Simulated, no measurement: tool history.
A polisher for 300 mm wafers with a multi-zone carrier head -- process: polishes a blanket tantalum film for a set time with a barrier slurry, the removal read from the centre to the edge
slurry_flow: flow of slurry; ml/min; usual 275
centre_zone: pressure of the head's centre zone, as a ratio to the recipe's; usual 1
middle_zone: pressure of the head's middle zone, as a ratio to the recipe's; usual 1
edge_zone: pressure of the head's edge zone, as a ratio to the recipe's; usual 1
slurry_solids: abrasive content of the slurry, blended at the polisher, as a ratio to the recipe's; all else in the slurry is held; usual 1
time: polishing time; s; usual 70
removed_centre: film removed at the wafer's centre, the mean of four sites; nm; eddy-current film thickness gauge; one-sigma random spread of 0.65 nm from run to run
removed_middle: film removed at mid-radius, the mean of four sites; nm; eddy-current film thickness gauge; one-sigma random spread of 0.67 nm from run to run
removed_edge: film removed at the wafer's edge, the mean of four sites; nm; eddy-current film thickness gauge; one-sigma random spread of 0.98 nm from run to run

run	hour	slurry_flow	centre_zone	middle_zone	edge_zone	slurry_solids	time	incoming thickness of the incoming film, nm	removed_centre	removed_middle	removed_edge
1	0	275	1	1	1	1	53	361.6	62.3	63.1	63.5
# hour 33.9: centre zone pressure recalibrated
2	44.3	185	1	1	1	1	54	365.7	61.8	62.6	62.2
# hour 62.5: slurry nozzle cleaned
3	91.5	330	1	1.05	1	0.8	52	358.6	53.7	56.5	53.7
4	150.6	275	1.05	1	1	1	70	359.9	86.1	79.7	82.6
# hour 210: worn pad replaced by a new one
5	249.7	275	1	1	1	1	70	361.4	84.7	85.2	87.4
6	322.2	360	1.05	1	1	1.15	70	357.6	96.3	92.4	91.7
7	423.1	275	1	1	1	1	70	360	84.9	83.6	86.2
8	485.5	275	1	1	0.95	1	46	365.5	55.7	54.1	54.4
9	578.4	315	1	1	0.93	1	79	361.4	94.8	94.7	91.3
10	652.7	305	1	1	1	1.2	70	362.8	89.8	89.8	90.3
# hour 678.1: centre zone pressure recalibrated
# hour 707.4: slurry nozzle cleaned
11	749.9	275	1	1	1	1	70	365.8	81.2	80.7	83.5
# hour 789.4: carrier head's membrane replaced by a new one
12	811	275	1.04	1	1	1	62	363.8	74.8	71.7	72.3
# hour 843.4: worn pad replaced by a new one
# hour 877.4: edge zone pressure recalibrated
13	1133.1	275	1	1	1	1	70	361.5	84.3	83.3	85.3
14	1188.8	275	1	1.06	1	1	70	361.1	83.2	88.1	84.7
15	1258.9	275	1	1	1	1	60	354.8	70.9	70.8	70.1
# hour 1339.3: centre zone pressure recalibrated
16	1348	275	1	1	1	1	70	355.5	81.8	82.1	83.4
# hour 1391: slurry nozzle cleaned
# hour 1415.8: worn pad replaced by a new one
17	1416.5	275	1	0.92	1.09	1.15	70	362.2	91.1	84.9	96.5

Expected results for the next run?
18	1452.7	275	1	1	1.08	1	70	357	?	?	?

removed_centre: 85.5 nm
removed_middle: 85 nm
removed_edge: 90.2 nm
Without the tool's hidden state the same run would have given removed_centre 86.3 nm, removed_middle 85.8 nm, removed_edge 91.1 nm.

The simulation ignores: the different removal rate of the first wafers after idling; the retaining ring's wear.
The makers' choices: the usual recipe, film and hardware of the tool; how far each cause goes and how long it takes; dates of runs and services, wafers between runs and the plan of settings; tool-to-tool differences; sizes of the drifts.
